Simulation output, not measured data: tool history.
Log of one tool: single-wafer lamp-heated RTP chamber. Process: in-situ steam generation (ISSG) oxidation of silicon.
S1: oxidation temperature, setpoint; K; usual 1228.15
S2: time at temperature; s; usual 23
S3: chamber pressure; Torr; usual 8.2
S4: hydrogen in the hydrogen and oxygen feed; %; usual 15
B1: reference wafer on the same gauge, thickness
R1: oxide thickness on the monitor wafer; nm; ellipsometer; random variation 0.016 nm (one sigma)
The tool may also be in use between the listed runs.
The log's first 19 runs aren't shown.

run,hour,S1,S2,S3,S4,B1,R1
20,1717.2,1214.15,30,8.2,15,5.01,4.869
21,1757.9,1221.15,23,8.2,15,5.009,4.426
22,1817.4,1228.15,23,8.2,15,5.012,4.534
23,1858.6,1214.15,29,6.9,11,5.01,4.466
24,1927.7,1228.15,27,8.2,15,5.007,4.852
25,2022.1,1228.15,16,6.9,15,5.014,3.859
# hour 2104.5: pyrometer window cleaned and pyrometer calibrated
26,2120.5,1228.15,26,7.6,20,5.017,5.095
27,2215.6,1217.15,15,8.6,15,5.014,3.67
28,2304.2,1243.15,23,8.2,20,5.009,5.051
29,2352.5,1239.15,23,9.4,15,5.011,4.654
30,2394.4,1228.15,23,7,15,5.012,4.508
31,2458,1221.15,23,8.2,15,5.015,4.442
32,2496.5,1228.15,27,8.2,25,5.009,5.442

3 ways to go on from here, each from the tool as it stands after run 32. What would each give?
A,2496.9,1228.15,23,8.2,15,?,?
B,2496.9,1237.15,23,8.2,15,?,?
C,2496.9,1236.15,23,8.2,19,?,?

run,B1,R1
A,5.011,4.523
B,5.011,4.659
C,5.011,4.886
Without the tool's hidden state the same runs would have given:
run,R1
A,4.523
B,4.659
C,4.886
